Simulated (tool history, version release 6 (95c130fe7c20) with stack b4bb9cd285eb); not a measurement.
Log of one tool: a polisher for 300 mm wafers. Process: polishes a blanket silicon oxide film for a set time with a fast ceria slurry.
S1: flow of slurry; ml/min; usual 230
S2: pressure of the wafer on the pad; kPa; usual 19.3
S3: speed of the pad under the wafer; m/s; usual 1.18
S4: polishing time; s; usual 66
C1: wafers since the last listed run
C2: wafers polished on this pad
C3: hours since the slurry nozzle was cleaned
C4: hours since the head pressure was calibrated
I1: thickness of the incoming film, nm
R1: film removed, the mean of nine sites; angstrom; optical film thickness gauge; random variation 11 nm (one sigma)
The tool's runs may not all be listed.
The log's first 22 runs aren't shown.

run 23 hour=673.9 | S1=280 S2=15.9 S3=1.58 S4=66 | C1=197 C2=1216 C3=234.2 C4=323.1 | I1=3479.5 | R1=10650
run 24 hour=707.1 | S1=230 S2=21.4 S3=1.18 S4=66 | C1=200 C2=1416 C3=267.4 C4=356.3 | I1=3413.5 | R1=10925
-- hour=724.3 worn pad replaced by a new one
run 25 hour=732.3 | S1=230 S2=25.5 S3=1.18 S4=66 | C1=127 C2=48 C3=292.6 C4=381.5 | I1=3498.2 | R1=13488
run 26 hour=764.4 | S1=300 S2=14.5 S3=0.94 S4=52 | C1=193 C2=241 C3=324.7 C4=413.6 | I1=3457.3 | R1=5335
-- hour=787.6 slurry nozzle cleaned
run 27 hour=800 | S1=185 S2=19.3 S3=1.32 S4=60 | C1=208 C2=449 C3=12.4 C4=449.2 | I1=3537.6 | R1=10044
run 28 hour=818.6 | S1=230 S2=19.3 S3=1.18 S4=66 | C1=112 C2=561 C3=31 C4=467.8 | I1=3432.7 | R1=10522
run 29 hour=839.4 | S1=230 S2=19.3 S3=1 S4=53 | C1=125 C2=687 C3=51.8 C4=488.6 | I1=3483.4 | R1=7771
run 30 hour=859.6 | S1=230 S2=19.3 S3=1.18 S4=66 | C1=121 C2=808 C3=72 C4=508.8 | I1=3463.5 | R1=10544
run 31 hour=889.8 | S1=230 S2=21.4 S3=1.18 S4=66 | C1=181 C2=990 C3=102.2 C4=539 | I1=3428.9 | R1=11776
run 32 hour=915.9 | S1=230 S2=24.8 S3=1 S4=84 | C1=157 C2=1148 C3=128.3 C4=565.1 | I1=3449.9 | R1=15521
-- hour=925.8 worn pad replaced by a new one
run 33 hour=929 | S1=155 S2=22.1 S3=1.18 S4=66 | C1=54 C2=19 C3=141.4 C4=578.2 | I1=3496.5 | R1=11334
run 34 hour=942.9 | S1=300 S2=14.5 S3=0.94 S4=52 | C1=83 C2=102 C3=155.3 C4=592.1 | I1=3487.6 | R1=5554
run 35 hour=958.3 | S1=280 S2=13.8 S3=1.18 S4=66 | C1=92 C2=195 C3=170.7 C4=607.5 | I1=3401.2 | R1=7596
run 36 hour=977 | S1=230 S2=19.3 S3=1.18 S4=66 | C1=112 C2=308 C3=189.4 C4=626.2 | I1=3500.2 | R1=10248
run 37 hour=1003.2 | S1=230 S2=24.8 S3=1 S4=84 | C1=157 C2=466 C3=215.6 C4=652.4 | I1=3462 | R1=15317
-- hour=1016.6 head pressure recalibrated
run 38 hour=1030 | S1=170 S2=19.3 S3=1.18 S4=66 | C1=149 C2=615 C3=242.4 C4=13.4 | I1=3487.4 | R1=9789

Forecast each of these 3 alternatives for the next run:
run A hour=1030.4 | S1=195 S2=19.3 S3=1.18 S4=66 | C1=2 C2=617 C3=242.8 C4=13.8 | I1=3420.3 | R1=?
run B hour=1030.4 | S1=180 S2=19.3 S3=1.44 S4=75 | C1=2 C2=617 C3=242.8 C4=13.8 | I1=3420.3 | R1=?
run C hour=1030.4 | S1=255 S2=19.3 S3=1.18 S4=66 | C1=2 C2=617 C3=242.8 C4=13.8 | I1=3420.3 | R1=?

run=A R1=10071
run=B R1=12969
run=C R1=10485
Without the tool's hidden state the same runs would have given:
run=A R1=10550
run=B R1=13632
run=C R1=10876
